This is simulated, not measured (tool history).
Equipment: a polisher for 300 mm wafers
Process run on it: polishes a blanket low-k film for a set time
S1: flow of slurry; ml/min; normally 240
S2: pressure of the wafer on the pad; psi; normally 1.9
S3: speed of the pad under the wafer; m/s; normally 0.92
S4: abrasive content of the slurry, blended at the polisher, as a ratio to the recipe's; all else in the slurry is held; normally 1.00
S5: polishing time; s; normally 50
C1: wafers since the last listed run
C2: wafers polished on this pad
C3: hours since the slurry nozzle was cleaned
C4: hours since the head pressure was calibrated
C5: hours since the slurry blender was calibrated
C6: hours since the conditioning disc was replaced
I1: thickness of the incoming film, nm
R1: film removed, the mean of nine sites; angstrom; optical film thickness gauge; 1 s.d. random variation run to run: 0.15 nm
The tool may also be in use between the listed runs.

run 1 hour=0.0 | S1=240 S2=1.9 S3=0.92 S4=1.00 S5=50 | C1=0 C2=852 C3=494.6 C4=230.7 C5=126.4 C6=64.1 | I1=614.3 | R1=166
-- hour=5.6 worn pad replaced by a new one
run 2 hour=24.4 | S1=240 S2=1.9 S3=0.92 S4=1.00 S5=50 | C1=255 C2=235 C3=519.0 C4=255.1 C5=150.8 C6=88.5 | I1=609.7 | R1=166
run 3 hour=40.7 | S1=240 S2=1.9 S3=0.92 S4=1.00 S5=50 | C1=204 C2=440 C3=535.3 C4=271.4 C5=167.1 C6=104.8 | I1=605.2 | R1=166
-- hour=49.7 conditioning disc replaced and pad reconditioned
run 4 hour=71.9 | S1=240 S2=1.9 S3=0.92 S4=1.00 S5=50 | C1=366 C2=806 C3=566.5 C4=302.6 C5=198.3 C6=22.2 | I1=608.0 | R1=165
-- hour=77.0 worn pad replaced by a new one
run 5 hour=101.4 | S1=240 S2=1.9 S3=0.92 S4=1.00 S5=50 | C1=319 C2=306 C3=596.0 C4=332.1 C5=227.8 C6=51.7 | I1=611.3 | R1=165
-- hour=134.2 head pressure recalibrated
run 6 hour=134.6 | S1=240 S2=1.9 S3=0.92 S4=1.00 S5=50 | C1=391 C2=697 C3=629.2 C4=0.4 C5=261.0 C6=84.9 | I1=603.0 | R1=168
-- hour=149.2 slurry nozzle cleaned
-- hour=149.7 worn pad replaced by a new one
run 7 hour=150.2 | S1=240 S2=1.9 S3=0.92 S4=1.00 S5=50 | C1=176 C2=6 C3=1.0 C4=16.0 C5=276.6 C6=100.5 | I1=609.0 | R1=181
-- hour=167.0 conditioning disc replaced and pad reconditioned
run 8 hour=173.0 | S1=240 S2=1.9 S3=0.92 S4=1.00 S5=50 | C1=260 C2=267 C3=23.8 C4=38.8 C5=299.4 C6=6.0 | I1=609.3 | R1=178
run 9 hour=192.2 | S1=205 S2=2.1 S3=0.92 S4=1.00 S5=56 | C1=240 C2=508 C3=43.0 C4=58.0 C5=318.6 C6=25.2 | I1=605.5 | R1=211
-- hour=213.8 worn pad replaced by a new one
run 10 hour=220.8 | S1=240 S2=1.4 S3=0.74 S4=1.00 S5=50 | C1=308 C2=87 C3=71.6 C4=86.6 C5=347.2 C6=53.8 | I1=613.8 | R1=116
run 11 hour=246.7 | S1=240 S2=1.9 S3=0.92 S4=1.00 S5=57 | C1=324 C2=412 C3=97.5 C4=112.5 C5=373.1 C6=79.7 | I1=607.7 | R1=202
-- hour=257.2 slurry blender recalibrated
run 12 hour=259.1 | S1=240 S2=1.9 S3=0.76 S4=0.80 S5=50 | C1=130 C2=542 C3=109.9 C4=124.9 C5=1.9 C6=92.1 | I1=602.8 | R1=132
-- hour=268.4 conditioning disc replaced and pad reconditioned
-- hour=284.8 worn pad replaced by a new one
run 13 hour=286.6 | S1=240 S2=1.9 S3=0.92 S4=1.00 S5=50 | C1=269 C2=22 C3=137.4 C4=152.4 C5=29.4 C6=18.2 | I1=617.2 | R1=173
run 14 hour=304.3 | S1=275 S2=2.5 S3=0.92 S4=1.00 S5=58 | C1=222 C2=244 C3=155.1 C4=170.1 C5=47.1 C6=35.9 | I1=606.3 | R1=263
run 15 hour=333.1 | S1=170 S2=1.9 S3=0.92 S4=1.00 S5=38 | C1=361 C2=606 C3=183.9 C4=198.9 C5=75.9 C6=64.7 | I1=611.8 | R1=121
run 16 hour=345.1 | S1=240 S2=1.9 S3=0.92 S4=1.00 S5=50 | C1=150 C2=756 C3=195.9 C4=210.9 C5=87.9 C6=76.7 | I1=613.3 | R1=171

Here are 5 independent what-if runs from the current tool condition. What would each one return?
run A hour=345.5 | S1=240 S2=1.9 S3=0.92 S4=1.00 S5=50 | C1=5 C2=761 C3=196.3 C4=211.3 C5=88.3 C6=77.1 | I1=610.3 | R1=?
run B hour=345.5 | S1=215 S2=1.9 S3=0.92 S4=1.00 S5=50 | C1=5 C2=761 C3=196.3 C4=211.3 C5=88.3 C6=77.1 | I1=610.3 | R1=?
run C hour=345.5 | S1=240 S2=1.9 S3=0.72 S4=0.80 S5=50 | C1=5 C2=761 C3=196.3 C4=211.3 C5=88.3 C6=77.1 | I1=610.3 | R1=?
run D hour=345.5 | S1=310 S2=1.9 S3=1.12 S4=1.15 S5=55 | C1=5 C2=761 C3=196.3 C4=211.3 C5=88.3 C6=77.1 | I1=610.3 | R1=?
run E hour=345.5 | S1=280 S2=1.5 S3=0.92 S4=1.00 S5=50 | C1=5 C2=761 C3=196.3 C4=211.3 C5=88.3 C6=77.1 | I1=610.3 | R1=?

run=A R1=172
run=B R1=169
run=C R1=124
run=D R1=248
run=E R1=144
Stripped of hidden state, with their random variation kept, the same runs would have yielded:
run=A R1=181
run=B R1=178
run=C R1=130
run=D R1=257
run=E R1=150
